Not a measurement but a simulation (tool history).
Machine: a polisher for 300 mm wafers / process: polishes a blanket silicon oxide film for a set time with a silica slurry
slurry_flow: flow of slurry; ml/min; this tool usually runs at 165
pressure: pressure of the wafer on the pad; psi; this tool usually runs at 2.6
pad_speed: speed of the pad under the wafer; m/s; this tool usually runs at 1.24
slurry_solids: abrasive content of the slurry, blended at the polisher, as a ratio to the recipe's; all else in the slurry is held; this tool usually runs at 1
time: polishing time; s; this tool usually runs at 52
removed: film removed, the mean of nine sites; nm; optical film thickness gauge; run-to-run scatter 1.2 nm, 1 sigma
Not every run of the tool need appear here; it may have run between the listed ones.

run	hour	slurry_flow	pressure	pad_speed	slurry_solids	time	wafers since the last listed run	wafers polished on this pad	hours since the slurry nozzle was cleaned	hours since the head pressure was calibrated	hours since the slurry blender was calibrated	hours since the conditioning disc was replaced	incoming thickness of the incoming film, nm	removed
1	0	165	2.2	1.24	1	52	0	2821	414.1	151.8	35.8	342.6	961.8	96.5
# hour 28.2: slurry nozzle cleaned
# hour 46.7: conditioning disc replaced and pad reconditioned
2	47.2	165	2.6	1.24	1	52	600	3422	19	199	83	0.5	958.3	111.1
3	71.6	165	2.6	1.24	1	52	331	3753	43.4	223.4	107.4	24.9	958.6	112.1
# hour 122.4: worn pad replaced by a new one
4	123.6	165	2.6	1.24	1	52	652	16	95.4	275.4	159.4	76.9	947.7	125.7
5	150.7	165	2.6	1.24	1	52	368	384	122.5	302.5	186.5	104	945.5	120.7
6	193.5	165	2.6	1.24	0.85	42	581	966	165.3	345.3	229.3	146.8	932.7	86.6
# hour 246: head pressure recalibrated
7	258.4	165	2.6	1.44	1.25	52	854	1821	230.2	12.4	294.2	211.7	961.8	143.4
8	291.1	140	2.6	1.24	1	52	444	2265	262.9	45.1	326.9	244.4	944.5	110.4
9	346.1	165	2.6	1.24	1	52	747	3012	317.9	100.1	381.9	299.4	941.8	112.5
# hour 355.7: slurry blender recalibrated
# hour 359.6: conditioning disc replaced and pad reconditioned
# hour 429.2: slurry nozzle cleaned
10	490.4	165	2.6	1.24	1	52	1892	4904	61.2	244.4	134.7	130.8	966.1	110.3
# hour 505.2: worn pad replaced by a new one
11	537.3	165	2.6	1.24	0.75	52	582	435	108.1	291.3	181.6	177.7	950.4	97.6
12	563.5	205	2.3	1.24	1	66	355	791	134.3	317.5	207.8	203.9	934.9	136.8
13	588.4	190	2.6	0.9	1	52	338	1130	159.2	342.4	232.7	228.8	956.6	93.4
14	631.5	165	2.6	1.24	1	63	585	1715	202.3	385.5	275.8	271.9	947.3	137.1
15	674.4	165	2.6	1.24	1	52	582	2298	245.2	428.4	318.7	314.8	963.4	112.9
# hour 686.2: head pressure recalibrated
# hour 717.2: slurry blender recalibrated
16	717.7	165	2.6	0.98	0.8	52	533	2832	288.5	31.5	0.5	358.1	942.8	79.4
# hour 761.8: conditioning disc replaced and pad reconditioned
17	778.7	200	2.6	1.24	1.1	52	801	3633	349.5	92.5	61.5	16.9	942.5	121.4
18	819.8	135	2.9	1.64	1	39	558	4192	390.6	133.6	102.6	58	942.2	111.3
19	883	140	2.6	0.96	1	52	858	5050	453.8	196.8	165.8	121.2	947.6	86.4
# hour 901.6: slurry nozzle cleaned
# hour 906.3: worn pad replaced by a new one
20	944.1	125	2.3	1.24	1.2	43	762	513	42.5	257.9	226.9	182.3	962.2	93.3
21	975.4	165	2.6	1.24	1.2	52	425	938	73.8	289.2	258.2	213.6	950	128.9
22	1043.9	125	2.6	1.24	1	52	930	1869	142.3	357.7	326.7	282.1	941.8	108
# hour 1065.6: conditioning disc replaced and pad reconditioned
# hour 1074.3: slurry blender recalibrated
23	1082.6	205	2.6	1.52	1	52	471	2340	181	396.4	8.3	17	957.4	135.8
# hour 1090.9: head pressure recalibrated
24	1126.9	165	2.6	1.24	1	52	574	2915	225.3	36	52.6	61.3	946.9	111.4
25	1158.5	135	2.3	1.36	1	45	429	3344	256.9	67.6	84.2	92.9	938.8	88.5

Below, some changes in removed between adjacent runs. For each, the amount present without the hidden state too (settings, incoming material, random variation) and the amount remaining for the hidden state with gauge scatter not shared by both compared results:
What the log doesn't record here: removal rate lost through wear of the pad, %; slurry flow missing at the pad, %; deviation of the head's pressure from its setpoint, %; abrasive missing from the slurry, %; time polished since the conditioner stopped cutting, s.
Run 3 -> 4: worn pad replaced by a new one. removed +13.6 nm: hidden state +13.1, all else +0.5.
Run 6 -> 7: pad_speed 1.24 -> 1.44, slurry_solids 0.85 -> 1.25, time 42 -> 52, head pressure recalibrated. removed +56.8 nm: hidden state -8.1, all else +64.9.
Run 10 -> 11: slurry_solids 1 -> 0.75, worn pad replaced by a new one. removed -12.7 nm: hidden state +10.7, all else -23.4.
Run 13 -> 14: slurry_flow 190 -> 165, pad_speed 0.9 -> 1.24, time 52 -> 63. removed +43.7 nm: hidden state -6.4, all else +50.1.
